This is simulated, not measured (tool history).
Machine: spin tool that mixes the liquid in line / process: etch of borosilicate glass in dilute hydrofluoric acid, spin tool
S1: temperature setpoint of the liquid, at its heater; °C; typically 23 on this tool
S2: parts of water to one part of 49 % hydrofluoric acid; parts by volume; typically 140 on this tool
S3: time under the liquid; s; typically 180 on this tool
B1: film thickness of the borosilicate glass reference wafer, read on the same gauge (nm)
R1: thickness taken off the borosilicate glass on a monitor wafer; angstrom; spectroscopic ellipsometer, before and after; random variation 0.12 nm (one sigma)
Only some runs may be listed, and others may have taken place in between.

| run | hour | S1 | S2 | S3 | B1 | R1 |
|---|---|---|---|---|---|---|
| 1 | 0 | 26.5 | 140 | 180 | 99.99 | 285.1 |
| 2 | 70.1 | 26.5 | 140 | 180 | 100.01 | 284.1 |
| 3 | 139.5 | 26.5 | 140 | 180 | 99.97 | 284.9 |
| 4 | 206.5 | 23 | 140 | 180 | 100 | 249 |
| 5 | 264.2 | 23 | 140 | 180 | 100.01 | 248.2 |
| 6 | 320.6 | 23 | 140 | 95 | 100.03 | 130.9 |
| 7 | 361.6 | 23 | 140 | 95 | 100.05 | 129.3 |
| 8 | 395.9 | 23 | 140 | 95 | 99.99 | 130.7 |
| 9 | 431.9 | 23 | 140 | 180 | 100.01 | 250.4 |
| 10 | 524.3 | 23 | 140 | 180 | 99.99 | 246.1 |
| 11 | 574.8 | 23 | 140 | 180 | 99.97 | 245.8 |
|  | 586.4 | thermometer replaced |
| 12 | 602.7 | 23 | 140 | 180 | 99.98 | 246.5 |
| 13 | 635.5 | 23 | 140 | 180 | 99.97 | 249.3 |
| 14 | 686.7 | 23 | 210 | 110 | 99.98 | 94.4 |
| 15 | 714.9 | 20 | 185 | 115 | 100.01 | 102.1 |
| 16 | 745.5 | 20.5 | 120 | 180 | 99.97 | 267.9 |
| 17 | 817.3 | 20 | 185 | 115 | 99.97 | 100.7 |
| 18 | 869.9 | 23 | 140 | 180 | 100.04 | 249.1 |
|  | 912.2 | hydrofluoric acid flow meter replaced |
| 19 | 915.4 | 26.5 | 180 | 210 | 100 | 245.1 |
| 20 | 963 | 23 | 140 | 180 | 100.01 | 248.1 |
| 21 | 995.8 | 23 | 140 | 180 | 99.98 | 247.4 |
| 22 | 1062 | 21.5 | 205 | 250 | 100.02 | 205.8 |
| 23 | 1099.4 | 21.5 | 140 | 180 | 100.02 | 234.9 |
| 24 | 1128 | 23 | 140 | 180 | 100 | 247.3 |
|  | 1146 | gauge calibrated |
| 25 | 1172.7 | 23 | 105 | 115 | 100.01 | 220.7 |
| 26 | 1225.3 | 24.5 | 200 | 180 | 100.01 | 172.2 |
| 27 | 1261.1 | 24.5 | 155 | 180 | 99.99 | 231.5 |
| 28 | 1325.9 | 23 | 105 | 270 | 100.02 | 515.5 |
| 29 | 1351.3 | 26 | 175 | 180 | 100.07 | 212.6 |
| 30 | 1411.7 | 23 | 140 | 180 | 100.01 | 247.7 |
| 31 | 1481.7 | 23 | 120 | 180 | 100.01 | 298 |
| 32 | 1548.6 | 23 | 115 | 180 | 99.99 | 309.4 |

What if the next run were any one of these 5? Each begins from the tool's condition after run 32:
| A | 1549.1 | 23 | 180 | 180 | ? | ? |
| B | 1549.1 | 26 | 140 | 100 | ? | ? |
| C | 1549.1 | 27 | 115 | 290 | ? | ? |
| D | 1549.1 | 18 | 160 | 140 | ? | ? |
| E | 1549.1 | 23 | 190 | 180 | ? | ? |

| run | B1 | R1 |
|---|---|---|
| A | 99.93 | 186 |
| B | 99.93 | 155.8 |
| C | 99.93 | 589.4 |
| D | 99.93 | 136.7 |
| E | 99.93 | 174.4 |
Had the tool no hidden state, the same runs would have come out as:
| run | R1 |
|---|---|
| A | 186 |
| B | 155.8 |
| C | 589.4 |
| D | 136.7 |
| E | 174.4 |
